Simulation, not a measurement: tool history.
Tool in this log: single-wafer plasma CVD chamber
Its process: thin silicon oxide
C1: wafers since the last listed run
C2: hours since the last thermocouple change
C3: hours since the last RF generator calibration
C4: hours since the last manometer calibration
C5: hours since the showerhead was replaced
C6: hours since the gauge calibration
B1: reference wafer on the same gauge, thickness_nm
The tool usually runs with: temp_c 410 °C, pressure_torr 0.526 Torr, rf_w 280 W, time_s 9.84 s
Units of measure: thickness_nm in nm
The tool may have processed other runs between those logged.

run 1 hour=0 | temp_c=410 pressure_torr=0.526 rf_w=280 time_s=9.84 | C1=0 C2=1244.1 C3=2223.5 C4=1758 C5=8403.6 C6=41.3 | B1=12.905 | thickness_nm=10.976
run 2 hour=32.9 | temp_c=410 pressure_torr=0.526 rf_w=280 time_s=9.84 | C1=1263 C2=1277 C3=2256.4 C4=1790.9 C5=8436.5 C6=74.2 | B1=12.871 | thickness_nm=10.964
run 3 hour=58.5 | temp_c=410 pressure_torr=0.578 rf_w=245 time_s=9.84 | C1=982 C2=1302.6 C3=2282 C4=1816.5 C5=8462.1 C6=99.8 | B1=12.883 | thickness_nm=11.449
run 4 hour=88.3 | temp_c=410 pressure_torr=0.578 rf_w=245 time_s=9.84 | C1=1144 C2=1332.4 C3=2311.8 C4=1846.3 C5=8491.9 C6=129.6 | B1=12.906 | thickness_nm=11.575
-- hour=114.1 capacitance manometer re-zeroed and calibrated
run 5 hour=114.6 | temp_c=410 pressure_torr=0.578 rf_w=245 time_s=9.84 | C1=702 C2=1358.7 C3=2338.1 C4=0.5 C5=8518.2 C6=155.9 | B1=12.886 | thickness_nm=11.412
run 6 hour=131.8 | temp_c=410 pressure_torr=0.467 rf_w=280 time_s=9.84 | C1=660 C2=1375.9 C3=2355.3 C4=17.7 C5=8535.4 C6=173.1 | B1=12.892 | thickness_nm=9.635
run 7 hour=151.8 | temp_c=410 pressure_torr=0.526 rf_w=280 time_s=9.84 | C1=767 C2=1395.9 C3=2375.3 C4=37.7 C5=8555.4 C6=193.1 | B1=12.887 | thickness_nm=10.821
-- hour=174.7 showerhead replaced
run 8 hour=175.2 | temp_c=410 pressure_torr=0.526 rf_w=280 time_s=9.84 | C1=591 C2=1419.3 C3=2398.7 C4=61.1 C5=0.5 C6=216.5 | B1=12.919 | thickness_nm=10.921
-- hour=200 gauge calibrated
run 9 hour=205.5 | temp_c=406 pressure_torr=0.657 rf_w=280 time_s=10.59 | C1=1163 C2=1449.6 C3=2429 C4=91.4 C5=30.8 C6=5.5 | B1=12.911 | thickness_nm=14.568
-- hour=220.1 RF generator calibrated
run 10 hour=223.6 | temp_c=398 pressure_torr=0.572 rf_w=230 time_s=8.73 | C1=387 C2=1467.7 C3=3.5 C4=109.5 C5=48.9 C6=23.6 | B1=12.908 | thickness_nm=9.961

What does the tool deliver on the next run?
run 11 hour=237.3 | temp_c=410 pressure_torr=0.526 rf_w=280 time_s=9.84 | C1=526 C2=1481.4 C3=17.2 C4=123.2 C5=62.6 C6=37.3 | B1=? | thickness_nm=?

Run 11 came out at B1 12.897, thickness_nm 10.872 nm.
With the hidden condition absent and the run-to-run variation left alone, this run would have shown thickness_nm 10.872 nm.

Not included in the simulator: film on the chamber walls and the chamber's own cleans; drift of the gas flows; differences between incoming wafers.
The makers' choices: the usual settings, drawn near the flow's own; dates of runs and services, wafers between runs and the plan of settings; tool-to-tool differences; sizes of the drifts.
